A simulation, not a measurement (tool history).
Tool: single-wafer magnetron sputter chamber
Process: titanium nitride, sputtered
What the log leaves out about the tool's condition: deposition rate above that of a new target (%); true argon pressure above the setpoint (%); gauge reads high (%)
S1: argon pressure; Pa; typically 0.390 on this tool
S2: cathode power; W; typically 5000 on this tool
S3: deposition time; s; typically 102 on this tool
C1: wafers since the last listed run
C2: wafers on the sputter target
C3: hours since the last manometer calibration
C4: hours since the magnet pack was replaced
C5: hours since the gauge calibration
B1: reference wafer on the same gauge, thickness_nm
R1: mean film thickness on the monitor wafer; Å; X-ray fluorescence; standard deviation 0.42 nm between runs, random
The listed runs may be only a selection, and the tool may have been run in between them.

run	hour	S1	S2	S3	C1	C2	C3	C4	C5	B1	R1
1	0.0	0.390	4250	102	0	7268	1209.4	8409.0	283.0	94.932	794.21
2	41.1	0.390	4250	102	402	7670	1250.5	8450.1	324.1	94.952	792.55
# hour 110.1: sputter target and shields replaced
3	110.6	0.456	5000	102	601	4	1320.0	8519.6	393.6	95.004	939.78
4	196.0	0.456	5000	102	835	840	1405.4	8605.0	479.0	94.979	938.57
5	245.4	0.456	5000	102	483	1323	1454.8	8654.4	528.4	95.018	936.51
6	318.6	0.390	5000	102	716	2040	1528.0	8727.6	601.6	94.894	962.55
7	378.0	0.390	5000	102	581	2621	1587.4	8787.0	661.0	94.984	960.63
8	473.9	0.390	5000	102	938	3559	1683.3	8882.9	756.9	95.010	955.48
9	581.6	0.390	5000	102	1053	4613	1791.0	8990.6	864.6	95.062	948.82
# hour 622.5: capacitance manometer re-zeroed and calibrated
10	647.1	0.390	5000	102	562	5176	24.6	9056.1	930.1	95.009	948.65
# hour 724.7: magnet pack replaced, of another model than before
11	742.0	0.390	5000	102	850	6026	119.5	17.3	1025.0	94.989	937.34
12	846.7	0.467	4200	111	1024	7050	224.2	122.0	1129.7	94.958	809.39
# hour 892.2: sputter target and shields replaced
13	935.1	0.326	5000	89	786	419	312.6	210.4	1218.1	95.012	882.89
14	977.2	0.483	5000	119	411	831	354.7	252.5	1260.2	95.086	1074.68
15	1035.7	0.390	5000	102	572	1404	413.2	311.0	1318.7	95.072	974.63
16	1130.2	0.390	5000	113	924	2328	507.7	405.5	1413.2	95.018	1069.49
# hour 1189.4: gauge calibrated
17	1226.3	0.390	5000	111	940	3269	603.8	501.6	36.9	95.037	1042.80
18	1279.3	0.390	4000	102	518	3787	656.8	554.6	89.9	95.003	761.90
19	1365.9	0.390	5000	102	847	4635	743.4	641.2	176.5	95.078	949.94
20	1447.9	0.390	5000	102	802	5437	825.4	723.2	258.5	94.934	945.99
21	1507.5	0.390	4250	113	583	6020	885.0	782.8	318.1	95.003	890.91
22	1547.0	0.390	5000	119	386	6407	924.5	822.3	357.6	95.026	1092.04

What if the next run were any one of these 5? Each begins from the tool's condition after run 22:
A	1547.4	0.390	5000	102	3	6411	924.9	822.7	358.0	?	?
B	1547.4	0.282	5650	83	3	6411	924.9	822.7	358.0	?	?
C	1547.4	0.449	4150	84	3	6411	924.9	822.7	358.0	?	?
D	1547.4	0.524	4200	110	3	6411	924.9	822.7	358.0	?	?
E	1547.4	0.292	6100	102	3	6411	924.9	822.7	358.0	?	?

run	B1	R1
A	94.924	943.78
B	94.924	931.48
C	94.924	621.10
D	94.924	785.01
E	94.924	1227.72
Without the tool's unlogged condition, the same runs would have read:
run	R1
A	984.16
B	971.34
C	647.67
D	818.60
E	1280.24
